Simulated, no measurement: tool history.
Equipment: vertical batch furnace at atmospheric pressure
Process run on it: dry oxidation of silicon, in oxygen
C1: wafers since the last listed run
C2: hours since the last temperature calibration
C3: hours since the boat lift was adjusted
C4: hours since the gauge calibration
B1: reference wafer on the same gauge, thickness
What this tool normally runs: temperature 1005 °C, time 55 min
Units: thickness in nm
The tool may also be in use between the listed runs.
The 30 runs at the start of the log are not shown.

{"run": 31, "hour": 461.9, "temperature": 1014, "time": 77.5, "C1": 122, "C2": 302.6, "C3": 64.2, "C4": 107.8, "B1": 55.11, "thickness": 63.7}
{"run": 32, "hour": 483.1, "temperature": 1005, "time": 55, "C1": 306, "C2": 323.8, "C3": 85.4, "C4": 129, "B1": 55.13, "thickness": 46.61}
{"run": 33, "hour": 491.4, "temperature": 984, "time": 55, "C1": 120, "C2": 332.1, "C3": 93.7, "C4": 137.3, "B1": 55.1, "thickness": 37.99}
{"run": 34, "hour": 508.4, "temperature": 997, "time": 29, "C1": 245, "C2": 349.1, "C3": 110.7, "C4": 154.3, "B1": 55.1, "thickness": 29.43}
{"run": 35, "hour": 529.0, "temperature": 997, "time": 82, "C1": 297, "C2": 369.7, "C3": 131.3, "C4": 174.9, "B1": 55.13, "thickness": 56.19}
{"run": 36, "hour": 537.2, "temperature": 1011, "time": 55, "C1": 118, "C2": 377.9, "C3": 139.5, "C4": 183.1, "B1": 55.11, "thickness": 49.51}
{"run": 37, "hour": 551.3, "temperature": 1005, "time": 55, "C1": 203, "C2": 392, "C3": 153.6, "C4": 197.2, "B1": 55.11, "thickness": 46.79}
{"run": 38, "hour": 567.8, "temperature": 991, "time": 55, "C1": 238, "C2": 408.5, "C3": 170.1, "C4": 213.7, "B1": 55.11, "thickness": 40.69}
{"run": 39, "hour": 578.6, "temperature": 1005, "time": 55, "C1": 156, "C2": 419.3, "C3": 180.9, "C4": 224.5, "B1": 55.11, "thickness": 46.69}

What if the next run were any one of these 4? Each begins from the tool's condition after run 39:
{"run": "A", "hour": 583.7, "temperature": 1005, "time": 82, "C1": 73, "C2": 424.4, "C3": 186, "C4": 229.6, "B1": "?", "thickness": "?"}
{"run": "B", "hour": 583.7, "temperature": 983, "time": 79, "C1": 73, "C2": 424.4, "C3": 186, "C4": 229.6, "B1": "?", "thickness": "?"}
{"run": "C", "hour": 583.7, "temperature": 985, "time": 76.5, "C1": 73, "C2": 424.4, "C3": 186, "C4": 229.6, "B1": "?", "thickness": "?"}
{"run": "D", "hour": 583.7, "temperature": 1017, "time": 28.5, "C1": 73, "C2": 424.4, "C3": 186, "C4": 229.6, "B1": "?", "thickness": "?"}

run=A B1=55.09 thickness=60.59
run=B B1=55.09 thickness=47.75
run=C B1=55.09 thickness=47.55
run=D B1=55.09 thickness=35
Take away the tool's hidden state, keep each run's random variation, and the runs would have read:
run=A thickness=60.82
run=B thickness=47.91
run=C thickness=47.72
run=D thickness=35.12
